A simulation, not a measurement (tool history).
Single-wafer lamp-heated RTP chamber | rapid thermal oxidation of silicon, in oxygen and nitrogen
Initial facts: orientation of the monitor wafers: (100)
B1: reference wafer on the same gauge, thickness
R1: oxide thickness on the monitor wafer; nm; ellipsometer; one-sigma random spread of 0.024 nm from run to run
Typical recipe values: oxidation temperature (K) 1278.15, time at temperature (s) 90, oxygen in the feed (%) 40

Run 1, hour 0: usual settings but oxygen in the feed (%) 60; B1 6.305. Result: R1 6.858 nm.
At hour 33.4: pyrometer window cleaned and pyrometer calibrated.
Run 2, hour 69.5: usual settings but oxygen in the feed (%) 60; B1 6.284. Result: R1 6.681 nm.
Run 3, hour 113.4: usual settings; B1 6.289. Result: R1 5.822 nm.
Run 4, hour 160.9: usual settings; B1 6.285. Result: R1 5.838 nm.
Run 5, hour 185.4: usual settings; B1 6.284. Result: R1 5.86 nm.
Run 6, hour 251.5: usual settings; B1 6.292. Result: R1 5.856 nm.
Run 7, hour 296.7: usual settings but oxidation temperature (K) 1285.15; B1 6.29. Result: R1 6.14 nm.
Run 8, hour 348: usual settings but oxidation temperature (K) 1285.15; B1 6.288. Result: R1 6.175 nm.
Run 9, hour 383.2: usual settings but oxidation temperature (K) 1285.15; B1 6.285. Result: R1 6.184 nm.
Run 10, hour 420.7: usual settings but oxidation temperature (K) 1296.15, time at temperature (s) 102; B1 6.287. Result: R1 7.123 nm.
Run 11, hour 454.1: usual settings; B1 6.29. Result: R1 5.934 nm.
At hour 465.9: pyrometer window cleaned and pyrometer calibrated.
Run 12, hour 644.5: usual settings but time at temperature (s) 71; B1 6.289. Result: R1 5.28 nm.
Run 13, hour 676.1: usual settings but time at temperature (s) 71; B1 6.284. Result: R1 5.283 nm.
Run 14, hour 722.3: usual settings but time at temperature (s) 71; B1 6.29. Result: R1 5.261 nm.
Run 15, hour 858.8: usual settings but oxidation temperature (K) 1257.15; B1 6.288. Result: R1 5.111 nm.
At hour 900.5: pyrometer window cleaned and pyrometer calibrated.
Run 16, hour 914.2: usual settings but oxidation temperature (K) 1257.15; B1 6.288. Result: R1 5.039 nm.
Run 17, hour 939.7: usual settings but time at temperature (s) 107; B1 6.293. Result: R1 6.277 nm.
Run 18, hour 964.5: usual settings but time at temperature (s) 107; B1 6.302. Result: R1 6.326 nm.
Run 19, hour 1002.9: usual settings but oxidation temperature (K) 1285.15; B1 6.288. Result: R1 6.108 nm.
Run 20, hour 1036.7: usual settings but oxidation temperature (K) 1261.15, time at temperature (s) 56; B1 6.292. Result: R1 4.268 nm.
Run 21, hour 1062.2: usual settings; B1 6.279. Result: R1 5.821 nm.
Run 22, hour 1101.6: usual settings but time at temperature (s) 77, oxygen in the feed (%) 55; B1 6.295. Result: R1 6.077 nm.
Run 23, hour 1203.6: usual settings but oxidation temperature (K) 1296.15, oxygen in the feed (%) 17; B1 6.287. Result: R1 5.038 nm.
Run 24, hour 1271.4: usual settings but oxidation temperature (K) 1292.15; B1 6.29. Result: R1 6.528 nm.
Run 25, hour 1317.9: usual settings but oxidation temperature (K) 1296.15; B1 6.289. Result: R1 6.727 nm.
Run 26, hour 1349.4: usual settings but oxidation temperature (K) 1253.15, time at temperature (s) 48; B1 6.302. Result: R1 3.906 nm.
At hour 1402.6: pyrometer window cleaned and pyrometer calibrated.
Run 27, hour 1403.1: usual settings; B1 6.286. Result: R1 5.802 nm.
At hour 1419.6: oxygen flow controller replaced.
Run 28, hour 1438.2: usual settings but oxidation temperature (K) 1304.15, time at temperature (s) 67; B1 6.29. Result: R1 6.14 nm.
At hour 1450.2: gauge calibrated.
Run 29, hour 1470.5: usual settings but oxidation temperature (K) 1257.15, time at temperature (s) 75, oxygen in the feed (%) 25; B1 6.29. Result: R1 4.078 nm.
Run 30, hour 1517.6: usual settings but oxidation temperature (K) 1300.15, oxygen in the feed (%) 17; B1 6.303. Result: R1 5.14 nm.
Run 31, hour 1582.6: usual settings; B1 6.295. Result: R1 5.836 nm.
Run 32, hour 1620.8: usual settings but oxidation temperature (K) 1294.15; B1 6.301. Result: R1 6.531 nm.
Run 33, hour 1648.7: usual settings but oxidation temperature (K) 1306.15, time at temperature (s) 69, oxygen in the feed (%) 63; B1 6.3. Result: R1 7.393 nm.
Run 34, hour 1713.4: usual settings but oxidation temperature (K) 1268.15, time at temperature (s) 76, oxygen in the feed (%) 68; B1 6.288. Result: R1 6.128 nm.
Run 35, hour 1740.5: usual settings but oxidation temperature (K) 1250.15, time at temperature (s) 117, oxygen in the feed (%) 27; B1 6.296. Result: R1 4.788 nm.

Run 36 has not been measured yet. What should we expect?
At hour 1819.3: pyrometer window cleaned and pyrometer calibrated.
Run 36, hour 1819.8: usual settings but oxygen in the feed (%) 52; B1 ?. Result: R1 ?.

B1: 6.284
R1: 6.389 nm
Minus the tool's unlogged condition, the same run would have read R1 6.375 nm.
